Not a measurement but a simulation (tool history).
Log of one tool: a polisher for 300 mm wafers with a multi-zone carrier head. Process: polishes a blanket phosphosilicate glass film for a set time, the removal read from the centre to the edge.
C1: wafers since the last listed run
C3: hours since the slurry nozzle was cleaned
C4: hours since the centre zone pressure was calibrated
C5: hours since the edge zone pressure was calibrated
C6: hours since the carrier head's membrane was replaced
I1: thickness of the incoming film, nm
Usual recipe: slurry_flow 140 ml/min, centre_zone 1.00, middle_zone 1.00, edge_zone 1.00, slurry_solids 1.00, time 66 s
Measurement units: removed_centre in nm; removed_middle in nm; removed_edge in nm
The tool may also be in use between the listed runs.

run 1 hour=0.0 | slurry_flow=120 centre_zone=1.00 middle_zone=1.00 edge_zone=1.00 slurry_solids=0.80 time=49 | C1=0 wafers_polished_on_this_pad=216 C3=158.9 C4=623.9 C5=279.4 C6=1773.6 | I1=3179.2 | removed_centre=454.3 removed_middle=461.1 removed_edge=466.4
-- hour=11.7 centre zone pressure recalibrated
run 2 hour=16.3 | slurry_flow=125 centre_zone=1.00 middle_zone=1.00 edge_zone=0.96 slurry_solids=0.70 time=88 | C1=119 wafers_polished_on_this_pad=335 C3=175.2 C4=4.6 C5=295.7 C6=1789.9 | I1=3165.2 | removed_centre=779.4 removed_middle=766.9 removed_edge=756.7
run 3 hour=42.5 | slurry_flow=175 centre_zone=0.93 middle_zone=0.89 edge_zone=1.00 slurry_solids=1.00 time=56 | C1=218 wafers_polished_on_this_pad=553 C3=201.4 C4=30.8 C5=321.9 C6=1816.1 | I1=3163.0 | removed_centre=583.5 removed_middle=586.3 removed_edge=627.7
run 4 hour=69.3 | slurry_flow=140 centre_zone=1.00 middle_zone=1.00 edge_zone=1.00 slurry_solids=1.00 time=66 | C1=223 wafers_polished_on_this_pad=776 C3=228.2 C4=57.6 C5=348.7 C6=1842.9 | I1=3196.9 | removed_centre=721.3 removed_middle=694.2 removed_edge=713.5
run 5 hour=104.9 | slurry_flow=110 centre_zone=1.00 middle_zone=1.00 edge_zone=1.00 slurry_solids=1.00 time=58 | C1=296 wafers_polished_on_this_pad=1072 C3=263.8 C4=93.2 C5=384.3 C6=1878.5 | I1=3181.4 | removed_centre=590.6 removed_middle=578.8 removed_edge=598.8
run 6 hour=127.5 | slurry_flow=140 centre_zone=1.00 middle_zone=1.00 edge_zone=1.00 slurry_solids=1.00 time=80 | C1=188 wafers_polished_on_this_pad=1260 C3=286.4 C4=115.8 C5=406.9 C6=1901.1 | I1=3171.0 | removed_centre=857.3 removed_middle=836.2 removed_edge=857.1
run 7 hour=143.9 | slurry_flow=185 centre_zone=1.05 middle_zone=1.00 edge_zone=1.00 slurry_solids=1.00 time=66 | C1=136 wafers_polished_on_this_pad=1397 C3=302.8 C4=132.2 C5=423.3 C6=1917.5 | I1=3184.1 | removed_centre=805.4 removed_middle=741.0 removed_edge=728.7
run 8 hour=171.6 | slurry_flow=140 centre_zone=1.00 middle_zone=1.06 edge_zone=1.10 slurry_solids=1.15 time=66 | C1=230 wafers_polished_on_this_pad=1627 C3=330.5 C4=159.9 C5=451.0 C6=1945.2 | I1=3183.7 | removed_centre=739.5 removed_middle=781.8 removed_edge=784.4
run 9 hour=204.3 | slurry_flow=140 centre_zone=1.00 middle_zone=1.00 edge_zone=1.00 slurry_solids=1.00 time=66 | C1=272 wafers_polished_on_this_pad=1899 C3=363.2 C4=192.6 C5=483.7 C6=1977.9 | I1=3219.0 | removed_centre=687.4 removed_middle=687.0 removed_edge=698.4
-- hour=236.9 worn pad replaced by a new one
-- hour=245.1 carrier head's membrane replaced by a new one
-- hour=250.8 edge zone pressure recalibrated
run 10 hour=263.0 | slurry_flow=140 centre_zone=1.00 middle_zone=1.00 edge_zone=1.00 slurry_solids=1.00 time=81 | C1=396 wafers_polished_on_this_pad=159 C3=421.9 C4=251.3 C5=12.2 C6=17.9 | I1=3162.7 | removed_centre=836.7 removed_middle=826.2 removed_edge=848.2
run 11 hour=293.2 | slurry_flow=140 centre_zone=0.96 middle_zone=1.00 edge_zone=0.91 slurry_solids=1.00 time=66 | C1=251 wafers_polished_on_this_pad=410 C3=452.1 C4=281.5 C5=42.4 C6=48.1 | I1=3192.3 | removed_centre=653.4 removed_middle=667.7 removed_edge=657.5
-- hour=321.1 slurry nozzle cleaned
run 12 hour=350.4 | slurry_flow=140 centre_zone=1.00 middle_zone=1.00 edge_zone=1.00 slurry_solids=1.15 time=66 | C1=467 wafers_polished_on_this_pad=878 C3=29.3 C4=338.7 C5=99.6 C6=105.3 | I1=3185.3 | removed_centre=777.0 removed_middle=757.2 removed_edge=769.0
run 13 hour=376.1 | slurry_flow=140 centre_zone=1.00 middle_zone=1.00 edge_zone=1.00 slurry_solids=1.00 time=66 | C1=213 wafers_polished_on_this_pad=1092 C3=55.0 C4=364.4 C5=125.3 C6=131.0 | I1=3188.1 | removed_centre=729.2 removed_middle=727.9 removed_edge=715.5
run 14 hour=403.0 | slurry_flow=140 centre_zone=1.00 middle_zone=1.00 edge_zone=1.00 slurry_solids=1.00 time=66 | C1=223 wafers_polished_on_this_pad=1316 C3=81.9 C4=391.3 C5=152.2 C6=157.9 | I1=3188.9 | removed_centre=722.1 removed_middle=708.3 removed_edge=732.5
-- hour=485.1 worn pad replaced by a new one
run 15 hour=491.6 | slurry_flow=140 centre_zone=1.00 middle_zone=0.89 edge_zone=1.04 slurry_solids=1.00 time=66 | C1=704 wafers_polished_on_this_pad=54 C3=170.5 C4=479.9 C5=240.8 C6=246.5 | I1=3180.2 | removed_centre=719.9 removed_middle=647.0 removed_edge=739.0
run 16 hour=541.7 | slurry_flow=140 centre_zone=1.00 middle_zone=1.00 edge_zone=1.00 slurry_solids=1.00 time=66 | C1=416 wafers_polished_on_this_pad=471 C3=220.6 C4=530.0 C5=290.9 C6=296.6 | I1=3115.7 | removed_centre=708.1 removed_middle=717.1 removed_edge=719.5
run 17 hour=567.6 | slurry_flow=140 centre_zone=1.00 middle_zone=1.07 edge_zone=1.00 slurry_solids=1.00 time=77 | C1=215 wafers_polished_on_this_pad=686 C3=246.5 C4=555.9 C5=316.8 C6=322.5 | I1=3196.6 | removed_centre=842.8 removed_middle=879.3 removed_edge=847.1
run 18 hour=581.1 | slurry_flow=140 centre_zone=1.00 middle_zone=1.06 edge_zone=1.00 slurry_solids=1.00 time=66 | C1=112 wafers_polished_on_this_pad=799 C3=260.0 C4=569.4 C5=330.3 C6=336.0 | I1=3214.0 | removed_centre=710.5 removed_middle=748.7 removed_edge=723.9
run 19 hour=593.6 | slurry_flow=155 centre_zone=1.10 middle_zone=1.00 edge_zone=1.00 slurry_solids=1.00 time=66 | C1=104 wafers_polished_on_this_pad=903 C3=272.5 C4=581.9 C5=342.8 C6=348.5 | I1=3205.8 | removed_centre=795.3 removed_middle=714.3 removed_edge=731.5
run 20 hour=628.9 | slurry_flow=140 centre_zone=1.00 middle_zone=1.00 edge_zone=1.00 slurry_solids=1.00 time=66 | C1=293 wafers_polished_on_this_pad=1197 C3=307.8 C4=617.2 C5=378.1 C6=383.8 | I1=3190.7 | removed_centre=714.6 removed_middle=697.7 removed_edge=720.7

Describe how what the log doesn't record of the tool's condition differs between the last listed run preceding each entry between runs and the first listed run following it.
Runs 1 to 2: centre zone pressure recalibrated (hour 11.7)
  slurry flow missing at the pad, %: 8.16 -> 8.74
  the result without the hidden state subtracted from the measured one, removed_centre: -10.4 -> -18.4 nm; removed_middle: -9.2 -> -15.8 nm; removed_edge: -6.4 -> -10.8 nm
Runs 9 to 10: worn pad replaced by a new one (hour 236.9); carrier head's membrane replaced by a new one (hour 245.1); edge zone pressure recalibrated (hour 250.8)
  slurry flow missing at the pad, %: 19.5 -> 24.4
  the result without the hidden state subtracted from the measured one, removed_centre: -37.2 -> -60.6 nm; removed_middle: -32.4 -> -52.0 nm; removed_edge: -22.9 -> -36.9 nm
Runs 11 to 12: slurry nozzle cleaned (hour 321.1)
  slurry flow missing at the pad, %: 27.2 -> 3.14
  the result without the hidden state subtracted from the measured one, removed_centre: -55.0 -> -5.6 nm; removed_middle: -48.8 -> -4.7 nm; removed_edge: -33.0 -> -3.5 nm
Runs 14 to 15: worn pad replaced by a new one (hour 485.1)
  slurry flow missing at the pad, %: 3.76 -> 6.14
  the result without the hidden state subtracted from the measured one, removed_centre: -6.2 -> -10.4 nm; removed_middle: -5.4 -> -8.2 nm; removed_edge: -3.9 -> -6.6 nm

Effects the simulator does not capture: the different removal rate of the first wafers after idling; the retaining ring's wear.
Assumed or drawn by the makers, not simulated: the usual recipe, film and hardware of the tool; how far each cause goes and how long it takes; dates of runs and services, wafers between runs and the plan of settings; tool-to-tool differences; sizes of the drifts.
